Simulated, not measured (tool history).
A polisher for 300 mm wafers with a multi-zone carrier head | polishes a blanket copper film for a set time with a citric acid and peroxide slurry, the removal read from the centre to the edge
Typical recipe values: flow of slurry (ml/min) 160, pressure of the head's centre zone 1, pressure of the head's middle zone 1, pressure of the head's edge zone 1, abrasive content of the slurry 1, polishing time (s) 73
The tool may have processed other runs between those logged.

| run | hour | flow of slurry (ml/min) | pressure of the head's centre zone | pressure of the head's middle zone | pressure of the head's edge zone | abrasive content of the slurry | polishing time (s) | incoming thickness of the incoming film, nm | film removed at the wafer's centre (nm) | film removed at mid-radius (nm) | film removed at the wafer's edge (nm) |
|---|---|---|---|---|---|---|---|---|---|---|---|
| 1 | 0 | 175 | 1 | 0.88 | 1 | 1 | 73 | 1140.9 | 182.7 | 166.2 | 189.8 |
| 2 | 59.2 | 205 | 1.07 | 0.95 | 1 | 1 | 73 | 1146.2 | 194.4 | 175.5 | 183.8 |
| 3 | 132.1 | 160 | 1.03 | 1 | 1 | 1 | 73 | 1157.6 | 178.2 | 173.2 | 177.7 |
| 4 | 211.6 | 110 | 1.04 | 1 | 0.92 | 1 | 73 | 1156 | 172.2 | 168.4 | 165.5 |
|  | 302.1 | centre zone pressure recalibrated |
| 5 | 310.1 | 160 | 1 | 1 | 0.89 | 1.25 | 73 | 1162.8 | 178.7 | 179.7 | 170.8 |
| 6 | 384.4 | 160 | 1 | 1 | 1 | 1 | 73 | 1169.7 | 168.1 | 169.3 | 174.6 |
| 7 | 452.2 | 160 | 1 | 1 | 1 | 1 | 73 | 1154.9 | 168.5 | 167.4 | 171.9 |
|  | 512.5 | worn pad replaced by a new one |
| 8 | 522.1 | 160 | 1 | 1 | 1 | 1 | 73 | 1152.7 | 191.8 | 190.6 | 193.2 |
| 9 | 612.2 | 160 | 1 | 1 | 1.04 | 1 | 92 | 1148 | 224.1 | 223.9 | 237.9 |
|  | 656.9 | slurry nozzle cleaned |
|  | 690.2 | edge zone pressure recalibrated |
| 10 | 719.9 | 205 | 0.9 | 0.93 | 1 | 1 | 80 | 1168 | 176.5 | 186.9 | 201.6 |
| 11 | 791.9 | 160 | 1.1 | 0.95 | 1.04 | 1 | 73 | 1154.4 | 186.2 | 166.4 | 181.1 |
| 12 | 844.1 | 195 | 1 | 0.96 | 0.95 | 1 | 73 | 1151.3 | 174.8 | 171.8 | 174.3 |
| 13 | 882.8 | 160 | 0.92 | 1 | 0.91 | 1 | 73 | 1171.6 | 157.5 | 169.8 | 166.9 |
| 14 | 959.6 | 160 | 1 | 1 | 1 | 1 | 73 | 1159 | 170.4 | 171.1 | 172.2 |
|  | 997.9 | centre zone pressure recalibrated |
| 15 | 1000 | 190 | 1 | 1 | 1 | 1 | 73 | 1159.7 | 169.4 | 176.2 | 178.2 |
| 16 | 1086 | 160 | 1 | 1 | 1 | 1 | 73 | 1157.8 | 165.6 | 168.6 | 172.7 |
|  | 1121.9 | worn pad replaced by a new one |
| 17 | 1172 | 190 | 0.91 | 1 | 1.04 | 1 | 65 | 1154.9 | 150.7 | 166.4 | 172.3 |

What will run 18 give?
| 18 | 1245.4 | 160 | 0.89 | 1 | 1 | 0.9 | 86 | 1150.1 | ? | ? | ? |

Logged for run 18: film removed at the wafer's centre (nm) 181.7, film removed at mid-radius (nm) 207.6, film removed at the wafer's edge (nm) 213.2.
Minus the tool's unlogged condition, the same run would have read film removed at the wafer's centre (nm) 193.1, film removed at mid-radius (nm) 220.7, film removed at the wafer's edge (nm) 226.6.

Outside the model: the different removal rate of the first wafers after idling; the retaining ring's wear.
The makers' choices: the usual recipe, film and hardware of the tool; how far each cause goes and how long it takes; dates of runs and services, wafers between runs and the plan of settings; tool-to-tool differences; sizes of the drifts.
